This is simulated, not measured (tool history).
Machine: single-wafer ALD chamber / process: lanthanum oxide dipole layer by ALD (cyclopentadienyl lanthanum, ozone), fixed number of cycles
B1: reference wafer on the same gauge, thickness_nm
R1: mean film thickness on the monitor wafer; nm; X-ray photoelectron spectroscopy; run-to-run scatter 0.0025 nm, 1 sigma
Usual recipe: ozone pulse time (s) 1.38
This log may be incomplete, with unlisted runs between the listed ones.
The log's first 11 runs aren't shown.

run 12 hour=952.8 | ozone_pulse_time_(s)=1.68 | B1=0.608 | R1=0.545
run 13 hour=993.6 | ozone_pulse_time_(s)=1.68 | B1=0.607 | R1=0.548
run 14 hour=1073.5 | ozone_pulse_time_(s)=1.52 | B1=0.607 | R1=0.549
run 15 hour=1135.2 | ozone_pulse_time_(s)=0.85 | B1=0.608 | R1=0.493
run 16 hour=1214.4 | ozone_pulse_time_(s)=1.38 | B1=0.608 | R1=0.533
run 17 hour=1297.9 | ozone_pulse_time_(s)=1.66 | B1=0.606 | R1=0.545
run 18 hour=1389.9 | ozone_pulse_time_(s)=0.91 | B1=0.606 | R1=0.500
run 19 hour=1482.1 | ozone_pulse_time_(s)=1.38 | B1=0.607 | R1=0.538
run 20 hour=1542.8 | ozone_pulse_time_(s)=1.38 | B1=0.606 | R1=0.535

What will run 21 give?
run 21 hour=1636.0 | ozone_pulse_time_(s)=1.62 | B1=? | R1=?

B1: 0.607
R1: 0.550 nm
Had the tool carried no hidden state, the very same run would have given R1 0.550 nm.

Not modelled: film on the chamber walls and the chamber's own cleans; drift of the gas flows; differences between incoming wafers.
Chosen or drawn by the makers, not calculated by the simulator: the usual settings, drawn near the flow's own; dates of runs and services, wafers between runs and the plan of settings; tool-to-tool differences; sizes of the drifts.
